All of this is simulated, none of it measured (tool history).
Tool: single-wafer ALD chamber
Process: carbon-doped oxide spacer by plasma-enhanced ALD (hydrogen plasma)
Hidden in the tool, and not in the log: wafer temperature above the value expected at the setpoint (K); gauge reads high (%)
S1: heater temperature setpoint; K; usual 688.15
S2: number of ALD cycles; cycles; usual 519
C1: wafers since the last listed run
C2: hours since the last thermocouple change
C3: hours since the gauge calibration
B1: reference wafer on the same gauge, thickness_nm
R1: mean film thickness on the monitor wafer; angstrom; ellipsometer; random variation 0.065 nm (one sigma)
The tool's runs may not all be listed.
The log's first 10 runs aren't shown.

Run 11, hour 154.5: usual settings; C1 4; C2 9.1; C3 291.6; B1 28.128. Result: R1 258.82 angstrom.
Run 12, hour 166.3: usual settings; C1 8; C2 20.9; C3 303.4; B1 28.109. Result: R1 258.91 angstrom.
Run 13, hour 173.0: usual settings; C1 4; C2 27.6; C3 310.1; B1 28.097. Result: R1 257.36 angstrom.
At hour 181.8: gauge calibrated.
Run 14, hour 188.3: usual settings; C1 10; C2 42.9; C3 6.5; B1 28.107. Result: R1 258.38 angstrom.
Run 15, hour 195.4: usual settings but S1 696.15 K, S2 488 cycles; C1 4; C2 50.0; C3 13.6; B1 28.101. Result: R1 236.09 angstrom.
Run 16, hour 227.3: usual settings; C1 21; C2 81.9; C3 45.5; B1 28.103. Result: R1 259.56 angstrom.
Run 17, hour 244.3: usual settings; C1 11; C2 98.9; C3 62.5; B1 28.091. Result: R1 258.90 angstrom.
Run 18, hour 255.0: usual settings; C1 7; C2 109.6; C3 73.2; B1 28.105. Result: R1 257.60 angstrom.
Run 19, hour 266.1: usual settings but S1 698.15 K, S2 606 cycles; C1 7; C2 120.7; C3 84.3; B1 28.091. Result: R1 290.45 angstrom.
Run 20, hour 282.1: usual settings but S1 681.15 K, S2 470 cycles; C1 10; C2 136.7; C3 100.3; B1 28.099. Result: R1 239.63 angstrom.
Run 21, hour 293.9: usual settings but S1 702.15 K, S2 585 cycles; C1 8; C2 148.5; C3 112.1; B1 28.120. Result: R1 276.70 angstrom.
Run 22, hour 305.0: usual settings but S1 693.15 K, S2 428 cycles; C1 7; C2 159.6; C3 123.2; B1 28.100. Result: R1 209.28 angstrom.
Run 23, hour 311.7: usual settings but S1 679.15 K, S2 617 cycles; C1 4; C2 166.3; C3 129.9; B1 28.114. Result: R1 317.05 angstrom.
Run 24, hour 325.7: usual settings but S2 561 cycles; C1 9; C2 180.3; C3 143.9; B1 28.080. Result: R1 279.54 angstrom.
Run 25, hour 338.4: usual settings but S1 681.15 K; C1 8; C2 193.0; C3 156.6; B1 28.091. Result: R1 264.03 angstrom.
Run 26, hour 350.9: usual settings but S1 693.15 K; C1 8; C2 205.5; C3 169.1; B1 28.095. Result: R1 253.13 angstrom.
Run 27, hour 357.0: usual settings but S1 678.15 K; C1 4; C2 211.6; C3 175.2; B1 28.095. Result: R1 266.56 angstrom.
Run 28, hour 367.0: usual settings but S1 682.15 K, S2 423 cycles; C1 6; C2 221.6; C3 185.2; B1 28.119. Result: R1 214.32 angstrom.
Run 29, hour 382.7: usual settings but S1 701.15 K, S2 620 cycles; C1 10; C2 237.3; C3 200.9; B1 28.084. Result: R1 293.39 angstrom.
Run 30, hour 398.9: usual settings but S1 684.15 K, S2 574 cycles; C1 11; C2 253.5; C3 217.1; B1 28.103. Result: R1 290.39 angstrom.

Forecast each of these 5 alternatives for the next run:
Run A, hour 400.1: usual settings; C1 0; C2 254.7; C3 218.3; B1 ?. Result: R1 ?.
Run B, hour 400.1: usual settings but S1 682.15 K, S2 453 cycles; C1 0; C2 254.7; C3 218.3; B1 ?. Result: R1 ?.
Run C, hour 400.1: usual settings but S2 472 cycles; C1 0; C2 254.7; C3 218.3; B1 ?. Result: R1 ?.
Run D, hour 400.1: usual settings but S1 696.15 K, S2 451 cycles; C1 0; C2 254.7; C3 218.3; B1 ?. Result: R1 ?.
Run E, hour 400.1: usual settings but S1 695.15 K, S2 420 cycles; C1 0; C2 254.7; C3 218.3; B1 ?. Result: R1 ?.

run      B1      R1
  A  28.102  258.53
  B  28.102  230.50
  C  28.102  235.12
  D  28.102  218.22
  E  28.102  203.97
Without the tool's hidden state the same runs would have given:
run      R1
  A  258.53
  B  230.50
  C  235.12
  D  218.22
  E  203.97
